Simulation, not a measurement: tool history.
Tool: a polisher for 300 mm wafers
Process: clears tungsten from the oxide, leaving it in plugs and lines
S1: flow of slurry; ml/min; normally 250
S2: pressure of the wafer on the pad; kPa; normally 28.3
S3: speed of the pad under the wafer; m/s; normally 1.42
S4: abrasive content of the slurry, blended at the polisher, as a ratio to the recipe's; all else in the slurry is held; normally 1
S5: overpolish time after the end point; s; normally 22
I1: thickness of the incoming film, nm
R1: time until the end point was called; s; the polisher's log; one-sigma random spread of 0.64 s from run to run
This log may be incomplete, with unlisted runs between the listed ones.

Run 1, hour 0: usual settings but S1 205 ml/min; I1 296.9. Result: R1 35.1 s.
At hour 31.8: slurry nozzle cleaned.
Run 2, hour 33.8: usual settings but S1 205 ml/min; I1 300.1. Result: R1 33.8 s.
Run 3, hour 55: usual settings but S3 1.72 m/s, S4 0.8; I1 301.7. Result: R1 31.5 s.
Run 4, hour 79.7: usual settings but S2 32.4 kPa, S5 11 s; I1 297.4. Result: R1 28.5 s.
Run 5, hour 104.5: usual settings but S4 0.85, S5 14 s; I1 296. Result: R1 35.5 s.
At hour 124.1: slurry tank refilled with fresh slurry and peroxide.
At hour 140: slurry blender recalibrated.
Run 6, hour 140.5: usual settings but S1 335 ml/min; I1 299.3. Result: R1 32.5 s.
Run 7, hour 170.7: usual settings but S2 22.8 kPa; I1 296. Result: R1 40.8 s.
Run 8, hour 204.7: usual settings but S1 320 ml/min; I1 302.6. Result: R1 33.8 s.
At hour 227.4: worn pad replaced by a new one.
At hour 263.9: slurry nozzle cleaned.
Run 9, hour 297.8: usual settings but S2 19.3 kPa, S3 1.12 m/s, S4 0.75, S5 11 s; I1 297.8. Result: R1 62.6 s.
Run 10, hour 317.4: usual settings but S4 0.8, S5 11 s; I1 298.4. Result: R1 35.6 s.
Run 11, hour 333.7: usual settings; I1 304.7. Result: R1 34.3 s.
At hour 334.8: slurry tank refilled with fresh slurry and peroxide.
At hour 354.4: head pressure recalibrated.
Run 12, hour 354.7: usual settings; I1 297.9. Result: R1 33.4 s.
Run 13, hour 373.4: usual settings; I1 304.1. Result: R1 34.5 s.
At hour 394.1: slurry blender recalibrated.
Run 14, hour 409.4: usual settings but S1 190 ml/min, S2 24.1 kPa, S3 1.92 m/s, S4 0.9; I1 299.3. Result: R1 32.7 s.
At hour 434.7: worn pad replaced by a new one.
Run 15, hour 436.7: usual settings but S3 1.14 m/s, S4 1.15; I1 300.2. Result: R1 37.9 s.
Run 16, hour 450.7: usual settings but S3 1.76 m/s; I1 299.8. Result: R1 28.1 s.
At hour 483.5: slurry nozzle cleaned.
Run 17, hour 491.7: usual settings; I1 293.4. Result: R1 34.2 s.
Run 18, hour 512.2: usual settings; I1 302.2. Result: R1 34.7 s.
Run 19, hour 525.2: usual settings but S1 325 ml/min, S2 33.1 kPa; I1 300.4. Result: R1 27.9 s.
Run 20, hour 551.4: usual settings; I1 300.1. Result: R1 34.2 s.
Run 21, hour 567.3: usual settings but S1 315 ml/min, S5 11 s; I1 294.2. Result: R1 33.5 s.
At hour 587.5: slurry tank refilled with fresh slurry and peroxide.
Run 22, hour 590.5: usual settings but S1 315 ml/min, S4 0.85; I1 300.5. Result: R1 34.5 s.
At hour 617.3: slurry blender recalibrated.
Run 23, hour 617.8: usual settings but S3 1.84 m/s, S5 27 s; I1 301.4. Result: R1 27.6 s.
Run 24, hour 639.8: usual settings but S2 31 kPa, S4 1.2, S5 28 s; I1 305.2. Result: R1 29.9 s.
At hour 656.3: worn pad replaced by a new one.
Run 25, hour 659.8: usual settings but S1 190 ml/min, S3 1.62 m/s, S4 0.85; I1 298.5. Result: R1 32.5 s.

The tool's hidden state at each run:
removal rate lost through wear of the pad, %: 0 in every run
slurry flow missing at the pad, %: 0 in every run
deviation of the head's pressure from its setpoint, %: 0 in every run
abrasive missing from the slurry, %: 0 in every run
peroxide lost from the slurry, %: 0 in every run
